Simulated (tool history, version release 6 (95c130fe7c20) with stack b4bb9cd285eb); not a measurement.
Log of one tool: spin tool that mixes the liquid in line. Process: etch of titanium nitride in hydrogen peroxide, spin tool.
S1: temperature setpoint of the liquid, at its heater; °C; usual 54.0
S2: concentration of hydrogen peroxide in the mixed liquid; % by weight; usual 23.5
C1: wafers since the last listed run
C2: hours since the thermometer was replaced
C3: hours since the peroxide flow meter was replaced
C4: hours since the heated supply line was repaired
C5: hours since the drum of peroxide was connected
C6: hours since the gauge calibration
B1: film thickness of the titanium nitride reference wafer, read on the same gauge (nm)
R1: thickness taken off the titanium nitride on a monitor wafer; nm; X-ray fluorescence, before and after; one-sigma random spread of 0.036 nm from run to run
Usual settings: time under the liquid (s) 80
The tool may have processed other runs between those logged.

Run 1, hour 0.0: usual settings; C1 0; C2 1575.0; C3 1908.2; C4 2099.3; C5 384.4; C6 187.9; B1 69.35. Result: R1 5.70 nm.
Run 2, hour 56.6: usual settings; C1 492; C2 1631.6; C3 1964.8; C4 2155.9; C5 441.0; C6 244.5; B1 69.15. Result: R1 5.60 nm.
At hour 109.7: new drum of peroxide connected.
Run 3, hour 139.0: usual settings; C1 708; C2 1714.0; C3 2047.2; C4 2238.3; C5 29.3; C6 326.9; B1 68.94. Result: R1 5.60 nm.
Run 4, hour 237.0: usual settings but time under the liquid (s) 115; C1 852; C2 1812.0; C3 2145.2; C4 2336.3; C5 127.3; C6 424.9; B1 68.67. Result: R1 8.04 nm.
Run 5, hour 337.6: usual settings; C1 875; C2 1912.6; C3 2245.8; C4 2436.9; C5 227.9; C6 525.5; B1 68.38. Result: R1 5.58 nm.
At hour 393.5: gauge calibrated.
Run 6, hour 425.6: usual settings but S2 19.0 % by weight; C1 765; C2 2000.6; C3 2333.8; C4 2524.9; C5 315.9; C6 32.1; B1 70.02. Result: R1 5.43 nm.
At hour 431.6: peroxide flow meter replaced.
At hour 442.8: thermometer replaced.
At hour 463.1: heated supply line repaired.
Run 7, hour 508.7: usual settings but S2 19.0 % by weight; C1 696; C2 65.9; C3 77.1; C4 45.6; C5 399.0; C6 115.2; B1 69.74. Result: R1 5.38 nm.
Run 8, hour 549.7: usual settings but S2 26.5 % by weight; C1 356; C2 106.9; C3 118.1; C4 86.6; C5 440.0; C6 156.2; B1 69.66. Result: R1 5.85 nm.
Run 9, hour 650.6: usual settings; C1 877; C2 207.8; C3 219.0; C4 187.5; C5 540.9; C6 257.1; B1 69.38. Result: R1 5.72 nm.
At hour 711.1: new drum of peroxide connected.
Run 10, hour 721.0: usual settings but S1 49.0 °C, S2 26.5 % by weight, time under the liquid (s) 35; C1 603; C2 278.2; C3 289.4; C4 257.9; C5 9.9; C6 327.5; B1 69.17. Result: R1 1.77 nm.
Run 11, hour 822.7: usual settings; C1 884; C2 379.9; C3 391.1; C4 359.6; C5 111.6; C6 429.2; B1 68.88. Result: R1 5.57 nm.
Run 12, hour 904.9: usual settings but S1 61.5 °C, S2 25.5 % by weight, time under the liquid (s) 100; C1 715; C2 462.1; C3 473.3; C4 441.8; C5 193.8; C6 511.4; B1 68.65. Result: R1 11.96 nm.
At hour 1023.8: gauge calibrated.
Run 13, hour 1063.5: usual settings but S2 17.5 % by weight, time under the liquid (s) 105; C1 1379; C2 620.7; C3 631.9; C4 600.4; C5 352.4; C6 39.7; B1 69.70. Result: R1 6.98 nm.
Run 14, hour 1102.8: usual settings; C1 341; C2 660.0; C3 671.2; C4 639.7; C5 391.7; C6 79.0; B1 69.56. Result: R1 5.70 nm.
Run 15, hour 1181.1: usual settings but S1 63.0 °C, S2 27.5 % by weight, time under the liquid (s) 130; C1 681; C2 738.3; C3 749.5; C4 718.0; C5 470.0; C6 157.3; B1 69.37. Result: R1 17.46 nm.

Branching from run 15: 4 alternative next runs. What would each branch give?
Run A, hour 1181.5: usual settings; C1 3; C2 738.7; C3 749.9; C4 718.4; C5 470.4; C6 157.7; B1 ?. Result: R1 ?.
Run B, hour 1181.5: usual settings but time under the liquid (s) 100; C1 3; C2 738.7; C3 749.9; C4 718.4; C5 470.4; C6 157.7; B1 ?. Result: R1 ?.
Run C, hour 1181.5: usual settings but S2 21.0 % by weight; C1 3; C2 738.7; C3 749.9; C4 718.4; C5 470.4; C6 157.7; B1 ?. Result: R1 ?.
Run D, hour 1181.5: usual settings but S1 61.5 °C, time under the liquid (s) 35; C1 3; C2 738.7; C3 749.9; C4 718.4; C5 470.4; C6 157.7; B1 ?. Result: R1 ?.

run     B1    R1
  A  69.36  5.62
  B  69.36  7.03
  C  69.36  5.49
  D  69.36  4.12
Stripped of hidden state, with their random variation kept, the same runs would have yielded:
run    R1
  A  5.67
  B  7.09
  C  5.54
  D  4.16
